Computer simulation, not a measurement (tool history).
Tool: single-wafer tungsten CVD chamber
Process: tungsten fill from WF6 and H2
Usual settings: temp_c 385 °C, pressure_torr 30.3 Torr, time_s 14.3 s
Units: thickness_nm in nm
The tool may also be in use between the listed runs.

| run | hour | temp_c | pressure_torr | time_s | wafers since the last listed run | hours since the last thermocouple change | hours since the last manometer calibration | hours since the showerhead was replaced | hours since the gauge calibration | read-back reference wafer on the same gauge, thickness_nm | thickness_nm |
|---|---|---|---|---|---|---|---|---|---|---|---|
| 1 | 0 | 385 | 30.3 | 14.3 | 0 | 1208.5 | 2206.6 | 2888.3 | 278.3 | 38.414 | 34.132 |
| 2 | 51 | 385 | 30.3 | 14.3 | 878 | 1259.5 | 2257.6 | 2939.3 | 329.3 | 38.425 | 33.945 |
| 3 | 106.7 | 385 | 30.3 | 12.4 | 959 | 1315.2 | 2313.3 | 2995 | 385 | 38.405 | 29.473 |
| 4 | 154.3 | 385 | 30.3 | 12.4 | 820 | 1362.8 | 2360.9 | 3042.6 | 432.6 | 38.423 | 29.629 |
| 5 | 207.2 | 385 | 30.3 | 12.4 | 911 | 1415.7 | 2413.8 | 3095.5 | 485.5 | 38.407 | 29.637 |
| 6 | 255.6 | 394 | 30.3 | 14.3 | 833 | 1464.1 | 2462.2 | 3143.9 | 533.9 | 38.431 | 39.76 |
| 7 | 302.4 | 394 | 30.3 | 14.3 | 806 | 1510.9 | 2509 | 3190.7 | 580.7 | 38.417 | 39.953 |
| 8 | 369 | 394 | 30.3 | 14.3 | 1147 | 1577.5 | 2575.6 | 3257.3 | 647.3 | 38.384 | 39.931 |
| 9 | 415.7 | 395 | 30.3 | 14.3 | 804 | 1624.2 | 2622.3 | 3304 | 694 | 38.432 | 40.756 |
| 10 | 480.7 | 395 | 30.3 | 14.3 | 1120 | 1689.2 | 2687.3 | 3369 | 759 | 38.408 | 40.602 |
|  | 503 | thermocouple changed; heater temperature recalibrated |
| 11 | 528.4 | 385 | 30.3 | 14.3 | 684 | 25.4 | 2735 | 3416.7 | 806.7 | 38.434 | 34.27 |
| 12 | 591.4 | 385 | 30.3 | 14.3 | 1085 | 88.4 | 2798 | 3479.7 | 869.7 | 38.428 | 34.243 |
| 13 | 642 | 385 | 30.3 | 14.3 | 871 | 139 | 2848.6 | 3530.3 | 920.3 | 38.391 | 34.239 |
| 14 | 697.7 | 385 | 28.6 | 14.3 | 959 | 194.7 | 2904.3 | 3586 | 976 | 38.425 | 33.606 |
| 15 | 759.8 | 394 | 30.3 | 14.3 | 1070 | 256.8 | 2966.4 | 3648.1 | 1038.1 | 38.356 | 40.278 |
|  | 811.1 | capacitance manometer re-zeroed and calibrated |
| 16 | 821.7 | 385 | 30.3 | 14.3 | 928 | 318.7 | 10.6 | 3710 | 1100 | 38.392 | 33.708 |
| 17 | 883.9 | 385 | 26.2 | 16.7 | 1071 | 380.9 | 72.8 | 3772.2 | 1162.2 | 38.357 | 37.078 |
| 18 | 913.4 | 370 | 23.7 | 11.4 | 508 | 410.4 | 102.3 | 3801.7 | 1191.7 | 38.376 | 18.577 |
|  | 936.4 | gauge calibrated |
| 19 | 974.4 | 385 | 30.3 | 14.3 | 1051 | 471.4 | 163.3 | 3862.7 | 38 | 38.394 | 33.677 |
| 20 | 1008.8 | 390 | 30.3 | 14.3 | 592 | 505.8 | 197.7 | 3897.1 | 72.4 | 38.412 | 36.685 |
| 21 | 1078.4 | 371 | 33.7 | 16.9 | 1199 | 575.4 | 267.3 | 3966.7 | 142 | 38.345 | 32.12 |
| 22 | 1105.7 | 381 | 35.6 | 13.1 | 470 | 602.7 | 294.6 | 3994 | 169.3 | 38.367 | 30.655 |
|  | 1172.6 | showerhead replaced |
| 23 | 1173.1 | 397 | 30.3 | 16.6 | 1023 | 670.1 | 362 | 0.5 | 236.7 | 38.419 | 47.891 |
| 24 | 1233.8 | 385 | 30.3 | 11.5 | 1045 | 730.8 | 422.7 | 61.2 | 297.4 | 38.427 | 27.108 |
| 25 | 1287 | 375 | 22.9 | 12.2 | 916 | 784 | 475.9 | 114.4 | 350.6 | 38.405 | 21.475 |
| 26 | 1339.1 | 385 | 30.3 | 14.3 | 897 | 836.1 | 528 | 166.5 | 402.7 | 38.412 | 33.713 |
| 27 | 1371.7 | 378 | 35.6 | 15.3 | 561 | 868.7 | 560.6 | 199.1 | 435.3 | 38.331 | 34.122 |
| 28 | 1415 | 372 | 30.3 | 16.6 | 746 | 912 | 603.9 | 242.4 | 478.6 | 38.434 | 31.054 |

Forecast run 29:
| 29 | 1479.1 | 385 | 30.3 | 14.3 | 1104 | 976.1 | 668 | 306.5 | 542.7 | ? | ? |

Run 29 gave read-back reference wafer on the same gauge, thickness_nm 38.359, thickness_nm 33.76 nm.
Without the tool's hidden state the same run would have given thickness_nm 33.588 nm.

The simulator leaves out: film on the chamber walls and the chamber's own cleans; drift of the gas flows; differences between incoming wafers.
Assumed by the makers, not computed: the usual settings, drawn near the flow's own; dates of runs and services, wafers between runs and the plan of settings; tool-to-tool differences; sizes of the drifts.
